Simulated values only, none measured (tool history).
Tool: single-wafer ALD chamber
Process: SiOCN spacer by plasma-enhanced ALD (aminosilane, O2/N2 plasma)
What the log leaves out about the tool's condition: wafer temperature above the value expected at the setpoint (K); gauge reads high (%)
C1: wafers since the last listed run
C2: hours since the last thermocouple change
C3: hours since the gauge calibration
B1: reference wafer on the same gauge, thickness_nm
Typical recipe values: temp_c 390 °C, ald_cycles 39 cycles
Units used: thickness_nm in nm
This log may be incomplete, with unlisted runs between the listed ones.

Run 1, hour 0: usual settings but temp_c 402 °C, ald_cycles 41 cycles; C1 0; C2 1212.3; C3 20.5; B1 2.426. Result: thickness_nm 2.44 nm.
Run 2, hour 7.3: usual settings; C1 30; C2 1219.6; C3 27.8; B1 2.424. Result: thickness_nm 2.338 nm.
Run 3, hour 15.8: usual settings; C1 35; C2 1228.1; C3 36.3; B1 2.424. Result: thickness_nm 2.345 nm.
Run 4, hour 29.8: usual settings; C1 58; C2 1242.1; C3 50.3; B1 2.424. Result: thickness_nm 2.331 nm.
Run 5, hour 36.2: usual settings; C1 26; C2 1248.5; C3 56.7; B1 2.424. Result: thickness_nm 2.336 nm.
Run 6, hour 49.3: usual settings but temp_c 382 °C, ald_cycles 37 cycles; C1 54; C2 1261.6; C3 69.8; B1 2.424. Result: thickness_nm 2.209 nm.
Run 7, hour 66.1: usual settings but temp_c 382 °C, ald_cycles 37 cycles; C1 70; C2 1278.4; C3 86.6; B1 2.422. Result: thickness_nm 2.215 nm.
Run 8, hour 73.4: usual settings; C1 30; C2 1285.7; C3 93.9; B1 2.421. Result: thickness_nm 2.34 nm.
Run 9, hour 83.5: usual settings; C1 42; C2 1295.8; C3 104; B1 2.42. Result: thickness_nm 2.326 nm.
Run 10, hour 101.3: usual settings; C1 74; C2 1313.6; C3 121.8; B1 2.419. Result: thickness_nm 2.327 nm.
Run 11, hour 117.8: usual settings; C1 69; C2 1330.1; C3 138.3; B1 2.417. Result: thickness_nm 2.331 nm.
At hour 131.6: thermocouple changed; heater temperature recalibrated.
Run 12, hour 134.3: usual settings; C1 35; C2 2.7; C3 154.8; B1 2.416. Result: thickness_nm 2.335 nm.
Run 13, hour 143: usual settings; C1 36; C2 11.4; C3 163.5; B1 2.413. Result: thickness_nm 2.326 nm.
Run 14, hour 152.3: usual settings but ald_cycles 45 cycles; C1 38; C2 20.7; C3 172.8; B1 2.413. Result: thickness_nm 2.682 nm.
Run 15, hour 168.7: usual settings but temp_c 397 °C; C1 68; C2 37.1; C3 189.2; B1 2.411. Result: thickness_nm 2.317 nm.
Run 16, hour 186.2: usual settings; C1 73; C2 54.6; C3 206.7; B1 2.409. Result: thickness_nm 2.329 nm.
At hour 198.3: gauge calibrated.
Run 17, hour 201.9: usual settings; C1 65; C2 70.3; C3 3.6; B1 2.432. Result: thickness_nm 2.352 nm.
Run 18, hour 232.8: usual settings but temp_c 396 °C, ald_cycles 47 cycles; C1 129; C2 101.2; C3 34.5; B1 2.432. Result: thickness_nm 2.828 nm.
Run 19, hour 248.5: usual settings but ald_cycles 36 cycles; C1 65; C2 116.9; C3 50.2; B1 2.432. Result: thickness_nm 2.161 nm.
Run 20, hour 257.2: usual settings but temp_c 376 °C, ald_cycles 44 cycles; C1 36; C2 125.6; C3 58.9; B1 2.431. Result: thickness_nm 2.639 nm.
Run 21, hour 273.6: usual settings but ald_cycles 36 cycles; C1 68; C2 142; C3 75.3; B1 2.431. Result: thickness_nm 2.165 nm.
Run 22, hour 291.1: usual settings; C1 73; C2 159.5; C3 92.8; B1 2.429. Result: thickness_nm 2.346 nm.
Run 23, hour 297.6: usual settings but ald_cycles 37 cycles; C1 27; C2 166; C3 99.3; B1 2.428. Result: thickness_nm 2.225 nm.
Run 24, hour 306.5: usual settings but ald_cycles 36 cycles; C1 37; C2 174.9; C3 108.2; B1 2.428. Result: thickness_nm 2.161 nm.
Run 25, hour 313.2: usual settings but temp_c 376 °C, ald_cycles 43 cycles; C1 28; C2 181.6; C3 114.9; B1 2.427. Result: thickness_nm 2.578 nm.
Run 26, hour 320.9: usual settings but temp_c 403 °C, ald_cycles 43 cycles; C1 32; C2 189.3; C3 122.6; B1 2.428. Result: thickness_nm 2.554 nm.
Run 27, hour 336.7: usual settings but temp_c 380 °C, ald_cycles 41 cycles; C1 66; C2 205.1; C3 138.4; B1 2.424. Result: thickness_nm 2.46 nm.
Run 28, hour 348.2: usual settings but temp_c 395 °C, ald_cycles 46 cycles; C1 48; C2 216.6; C3 149.9; B1 2.423. Result: thickness_nm 2.76 nm.
Run 29, hour 363.3: usual settings; C1 63; C2 231.7; C3 165; B1 2.424. Result: thickness_nm 2.335 nm.

Below, some changes in thickness_nm between adjacent runs. For each, the amount present without the hidden state too (settings, incoming material, random variation) and the amount remaining for the hidden state with gauge scatter not shared by both compared results:
Run 13 -> 14: ald_cycles 39 -> 45. thickness_nm +0.356 nm: hidden state -0.003, all else +0.359.
Run 16 -> 17: gauge calibrated. thickness_nm +0.023 nm: hidden state +0.023, all else +0.
Run 18 -> 19: temp_c 396 -> 390, ald_cycles 47 -> 36. thickness_nm -0.667 nm: hidden state -0.001, all else -0.666.
Run 19 -> 20: temp_c 390 -> 376, ald_cycles 36 -> 44. thickness_nm +0.478 nm: hidden state +0, all else +0.478.
